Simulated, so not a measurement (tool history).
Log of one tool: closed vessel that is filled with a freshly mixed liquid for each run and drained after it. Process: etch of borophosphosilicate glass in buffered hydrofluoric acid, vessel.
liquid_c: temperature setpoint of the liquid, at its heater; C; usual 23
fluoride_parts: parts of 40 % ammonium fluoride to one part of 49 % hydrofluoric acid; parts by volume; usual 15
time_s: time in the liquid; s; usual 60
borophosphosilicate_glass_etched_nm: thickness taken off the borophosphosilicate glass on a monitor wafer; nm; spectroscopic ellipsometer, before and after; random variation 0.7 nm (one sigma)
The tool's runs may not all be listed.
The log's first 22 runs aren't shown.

run     day  liquid_c  fluoride_parts  time_s  read-back film thickness of the borophosphosilicate glass reference wafer, read on the same gauge (nm)  borophosphosilicate_glass_etched_nm
 23  53.467        21              21      40                                                                                                     100                                 57.7
 24   55.85        23            16.5      85                                                                                                  100.01                               173.45
 25  64.829      27.5            20.5      70                                                                                                     100                               147.04
 26  67.638        23              13      80                                                                                                  100.01                               204.96
 27  70.471        23              15      60                                                                                                   99.99                               135.48
 28  72.783        25            18.5      45                                                                                                  100.01                                91.96
 29  74.996      21.5             9.5      60                                                                                                   99.99                               189.07
 30  76.092        23              15      60                                                                                                  100.01                                135.2
 31  77.217      18.5              15      60                                                                                                  100.02                               105.54

Forecast run 32:
     77.846  -- hydrofluoric acid flow meter replaced
 32  79.575        23              15      40                                                                                                       ?                                    ?

read-back film thickness of the borophosphosilicate glass reference wafer, read on the same gauge (nm): 99.98
borophosphosilicate_glass_etched_nm: 84.41 nm
Without the tool's hidden state the same run would have given borophosphosilicate_glass_etched_nm 88.65 nm.
